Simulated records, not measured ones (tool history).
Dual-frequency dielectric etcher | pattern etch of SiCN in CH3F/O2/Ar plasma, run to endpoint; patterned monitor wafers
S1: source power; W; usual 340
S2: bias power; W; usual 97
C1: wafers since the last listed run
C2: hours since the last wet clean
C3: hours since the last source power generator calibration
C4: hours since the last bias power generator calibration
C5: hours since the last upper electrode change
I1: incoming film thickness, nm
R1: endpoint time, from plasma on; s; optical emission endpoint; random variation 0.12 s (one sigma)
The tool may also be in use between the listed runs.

| run | hour | S1 | S2 | C1 | C2 | C3 | C4 | C5 | I1 | R1 |
|---|---|---|---|---|---|---|---|---|---|---|
| 1 | 0.0 | 300 | 84 | 0 | 552.6 | 2851.1 | 1124.5 | 2007.9 | 7.78 | 22.2 |
| 2 | 39.8 | 300 | 84 | 773 | 592.4 | 2890.9 | 1164.3 | 2047.7 | 7.78 | 22.2 |
|  | 108.1 | wet clean of the chamber |
| 3 | 133.9 | 340 | 97 | 1362 | 25.8 | 2985.0 | 1258.4 | 2141.8 | 7.82 | 20.2 |
| 4 | 422.0 | 340 | 97 | 5599 | 313.9 | 3273.1 | 1546.5 | 2429.9 | 7.78 | 19.9 |
| 5 | 505.1 | 340 | 97 | 1615 | 397.0 | 3356.2 | 1629.6 | 2513.0 | 7.84 | 20.0 |
| 6 | 545.4 | 300 | 88 | 783 | 437.3 | 3396.5 | 1669.9 | 2553.3 | 7.85 | 22.0 |
| 7 | 600.0 | 300 | 88 | 1061 | 491.9 | 3451.1 | 1724.5 | 2607.9 | 7.77 | 21.6 |
| 8 | 704.5 | 300 | 88 | 2030 | 596.4 | 3555.6 | 1829.0 | 2712.4 | 7.78 | 21.8 |
|  | 758.6 | wet clean of the chamber |
| 9 | 775.8 | 340 | 97 | 919 | 17.2 | 3626.9 | 1900.3 | 2783.7 | 7.76 | 19.8 |
| 10 | 819.6 | 340 | 97 | 851 | 61.0 | 3670.7 | 1944.1 | 2827.5 | 7.83 | 19.8 |
| 11 | 859.3 | 380 | 115 | 771 | 100.7 | 3710.4 | 1983.8 | 2867.2 | 7.80 | 17.9 |
| 12 | 910.2 | 380 | 115 | 989 | 151.6 | 3761.3 | 2034.7 | 2918.1 | 7.71 | 17.8 |
|  | 962.7 | source power generator calibrated |
| 13 | 1091.0 | 300 | 107 | 3436 | 332.4 | 128.3 | 2215.5 | 3098.9 | 7.75 | 19.9 |
| 14 | 1168.9 | 300 | 107 | 1513 | 410.3 | 206.2 | 2293.4 | 3176.8 | 7.76 | 19.7 |
| 15 | 1224.2 | 300 | 107 | 1074 | 465.6 | 261.5 | 2348.7 | 3232.1 | 7.84 | 19.8 |
| 16 | 1321.5 | 270 | 80 | 1890 | 562.9 | 358.8 | 2446.0 | 3329.4 | 7.79 | 23.3 |
|  | 1351.5 | wet clean of the chamber |
| 17 | 1396.3 | 360 | 81 | 987 | 44.8 | 433.6 | 2520.8 | 3404.2 | 7.73 | 21.3 |
|  | 1435.5 | upper electrode replaced |
| 18 | 1486.1 | 370 | 85 | 1278 | 134.6 | 523.4 | 2610.6 | 50.6 | 7.86 | 21.1 |
| 19 | 1550.5 | 280 | 109 | 1251 | 199.0 | 587.8 | 2675.0 | 115.0 | 7.80 | 19.9 |
| 20 | 1647.2 | 340 | 97 | 1879 | 295.7 | 684.5 | 2771.7 | 211.7 | 7.77 | 19.9 |
|  | 1712.8 | bias power generator calibrated |
| 21 | 1737.3 | 300 | 90 | 1673 | 385.8 | 774.6 | 24.5 | 301.8 | 7.82 | 21.5 |
| 22 | 1799.3 | 340 | 97 | 1204 | 447.8 | 836.6 | 86.5 | 363.8 | 7.86 | 20.0 |
| 23 | 1848.3 | 410 | 108 | 952 | 496.8 | 885.6 | 135.5 | 412.8 | 7.74 | 17.9 |
|  | 1925.7 | wet clean of the chamber |
| 24 | 1926.2 | 420 | 103 | 1047 | 0.5 | 963.5 | 213.4 | 490.7 | 7.74 | 18.4 |
| 25 | 2223.1 | 280 | 97 | 5770 | 297.4 | 1260.4 | 510.3 | 787.6 | 7.82 | 21.4 |
| 26 | 2287.2 | 360 | 109 | 1245 | 361.5 | 1324.5 | 574.4 | 851.7 | 7.75 | 18.6 |
| 27 | 2383.9 | 310 | 116 | 1879 | 458.2 | 1421.2 | 671.1 | 948.4 | 7.81 | 18.9 |
| 28 | 2488.3 | 400 | 97 | 2028 | 562.6 | 1525.6 | 775.5 | 1052.8 | 7.82 | 19.2 |
|  | 2533.6 | wet clean of the chamber |
| 29 | 2534.1 | 340 | 109 | 423 | 0.5 | 1571.4 | 821.3 | 1098.6 | 7.79 | 19.0 |
| 30 | 2578.3 | 340 | 97 | 859 | 44.7 | 1615.6 | 865.5 | 1142.8 | 7.86 | 20.2 |

The tool's hidden state at each run:
etch rate over this chamber's usual, %: 0 in every run
source power that arrives over what is set, %: 0 in every run
bias power that arrives over what is set, %: 0 in every run
